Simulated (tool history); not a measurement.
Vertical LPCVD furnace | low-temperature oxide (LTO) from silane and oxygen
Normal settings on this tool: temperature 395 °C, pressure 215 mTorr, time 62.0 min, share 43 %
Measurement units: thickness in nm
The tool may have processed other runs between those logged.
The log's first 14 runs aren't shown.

run    hour  temperature  pressure  time  share  read-back reference wafer on the same gauge, thickness  thickness
 15   653.1          386       215  62.0     36                                                  508.90     399.77
      699.4  -- thermocouples replaced and temperature profile calibrated
 16   699.9          395       215  62.0     50                                                  508.95     642.98
 17   706.1          390       215  37.5     43                                                  508.80     317.09
      750.1  -- silane flow controller replaced
 18   762.0          395       215  62.0     43                                                  509.77     554.27
 19   819.6          383       175  73.5     49                                                  509.60     534.43
      850.8  -- gauge calibrated
 20   858.7          395       215  46.0     48                                                  500.21     451.01
 21   903.3          385       200  62.0     43                                                  500.76     450.88
 22   930.7          395       215  62.0     46                                                  500.83     585.22
 23   990.4          395       215  62.0     43                                                  501.14     544.74
 24  1026.3          395       215  62.0     43                                                  501.25     542.25
 25  1058.1          395       215  62.0     43                                                  501.20     544.79
 26  1107.2          395       170  62.0     48                                                  501.65     482.86
 27  1146.3          395       215  85.0     43                                                  502.01     749.09
 28  1170.8          395       195  62.0     43                                                  502.09     492.62
 29  1233.0          395       180  62.0     43                                                  502.24     456.73
 30  1261.3          395       215  62.0     43                                                  502.25     548.11

Forecast each of these 5 alternatives for the next run:
  A  1266.6          403       215  62.0     43                                                       ?          ?
  B  1266.6          395       215  52.0     43                                                       ?          ?
  C  1266.6          406       175  62.0     43                                                       ?          ?
  D  1266.6          399       230  62.0     49                                                       ?          ?
  E  1266.6          404       230  62.0     43                                                       ?          ?

run  read-back reference wafer on the same gauge, thickness  thickness
  A                                                  502.20     595.50
  B                                                  502.20     458.05
  C                                                  502.20     500.34
  D                                                  502.20     694.54
  E                                                  502.20     643.84
What these runs would have given with no unlogged condition in the tool:
run  thickness
  A     595.00
  B     457.67
  C     499.93
  D     693.96
  E     643.31
